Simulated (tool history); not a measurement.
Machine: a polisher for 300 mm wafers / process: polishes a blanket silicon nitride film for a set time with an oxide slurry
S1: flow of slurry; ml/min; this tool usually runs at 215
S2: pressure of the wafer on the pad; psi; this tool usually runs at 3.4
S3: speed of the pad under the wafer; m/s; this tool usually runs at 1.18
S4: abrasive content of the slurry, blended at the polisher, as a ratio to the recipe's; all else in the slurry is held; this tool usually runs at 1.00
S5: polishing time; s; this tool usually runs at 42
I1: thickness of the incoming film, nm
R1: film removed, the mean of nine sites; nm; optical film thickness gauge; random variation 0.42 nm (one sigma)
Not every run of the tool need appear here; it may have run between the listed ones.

run 1 hour=0.0 | S1=215 S2=3.4 S3=1.18 S4=1.00 S5=42 | I1=607.3 | R1=25.2
run 2 hour=31.0 | S1=215 S2=3.4 S3=1.18 S4=1.00 S5=42 | I1=602.6 | R1=24.4
run 3 hour=95.4 | S1=215 S2=3.4 S3=1.18 S4=1.00 S5=42 | I1=591.9 | R1=23.7
-- hour=132.5 worn pad replaced by a new one
-- hour=159.3 slurry blender recalibrated
run 4 hour=278.3 | S1=215 S2=3.4 S3=1.18 S4=1.00 S5=42 | I1=602.3 | R1=22.2
run 5 hour=302.4 | S1=215 S2=3.4 S3=1.18 S4=1.00 S5=42 | I1=589.1 | R1=22.5
-- hour=309.9 slurry nozzle cleaned
run 6 hour=339.1 | S1=215 S2=3.4 S3=1.18 S4=1.00 S5=42 | I1=604.1 | R1=22.2
-- hour=356.7 head pressure recalibrated
-- hour=360.6 worn pad replaced by a new one
-- hour=364.2 slurry blender recalibrated
run 7 hour=370.5 | S1=215 S2=3.4 S3=1.18 S4=1.00 S5=42 | I1=599.8 | R1=24.1
-- hour=395.6 conditioning disc replaced and pad reconditioned
run 8 hour=435.8 | S1=215 S2=3.4 S3=1.18 S4=1.00 S5=42 | I1=606.4 | R1=25.5
run 9 hour=485.5 | S1=215 S2=3.4 S3=1.18 S4=1.00 S5=42 | I1=588.0 | R1=23.9
run 10 hour=510.2 | S1=215 S2=3.4 S3=1.18 S4=1.00 S5=42 | I1=595.8 | R1=23.8
-- hour=537.3 worn pad replaced by a new one
-- hour=559.3 slurry blender recalibrated
run 11 hour=562.5 | S1=215 S2=3.4 S3=1.06 S4=1.25 S5=42 | I1=605.3 | R1=27.1
run 12 hour=621.8 | S1=215 S2=3.4 S3=1.18 S4=1.00 S5=42 | I1=605.8 | R1=23.8
run 13 hour=679.0 | S1=215 S2=3.4 S3=1.18 S4=1.15 S5=35 | I1=611.6 | R1=20.7
run 14 hour=725.8 | S1=215 S2=3.4 S3=1.18 S4=1.00 S5=42 | I1=611.3 | R1=22.6
-- hour=738.7 slurry blender recalibrated
-- hour=748.2 worn pad replaced by a new one
run 15 hour=767.3 | S1=180 S2=3.4 S3=1.18 S4=1.00 S5=54 | I1=588.5 | R1=30.5
run 16 hour=795.5 | S1=215 S2=3.4 S3=1.18 S4=1.00 S5=42 | I1=586.7 | R1=23.2
run 17 hour=831.2 | S1=270 S2=3.4 S3=1.18 S4=1.10 S5=42 | I1=604.5 | R1=24.8
run 18 hour=869.9 | S1=215 S2=3.4 S3=1.18 S4=1.00 S5=42 | I1=600.0 | R1=22.4
-- hour=877.6 conditioning disc replaced and pad reconditioned
-- hour=903.4 slurry nozzle cleaned
run 19 hour=916.7 | S1=215 S2=4.6 S3=1.18 S4=1.00 S5=42 | I1=590.8 | R1=33.4
-- hour=929.2 slurry blender recalibrated
-- hour=971.4 worn pad replaced by a new one
run 20 hour=981.6 | S1=280 S2=3.0 S3=1.18 S4=0.85 S5=42 | I1=590.6 | R1=21.0
run 21 hour=1027.8 | S1=195 S2=3.4 S3=0.90 S4=1.00 S5=48 | I1=609.6 | R1=23.0

Results for each run, recomputed without the tool's hidden state and with each run's random variation untouched:
Hidden state present: removal rate lost through wear of the pad, %; slurry flow missing at the pad, %; deviation of the head's pressure from its setpoint, %; abrasive missing from the slurry, %; time polished since the conditioner stopped cutting, s.
run=1 R1=29.8
run=2 R1=29.9
run=3 R1=30.2
run=4 R1=29.3
run=5 R1=29.8
run=6 R1=29.6
run=7 R1=29.4
run=8 R1=29.3
run=9 R1=29.2
run=10 R1=29.6
run=11 R1=31.4
run=12 R1=29.7
run=13 R1=26.6
run=14 R1=29.6
run=15 R1=36.9
run=16 R1=29.0
run=17 R1=31.8
run=18 R1=29.2
run=19 R1=40.1
run=20 R1=23.6
run=21 R1=27.2

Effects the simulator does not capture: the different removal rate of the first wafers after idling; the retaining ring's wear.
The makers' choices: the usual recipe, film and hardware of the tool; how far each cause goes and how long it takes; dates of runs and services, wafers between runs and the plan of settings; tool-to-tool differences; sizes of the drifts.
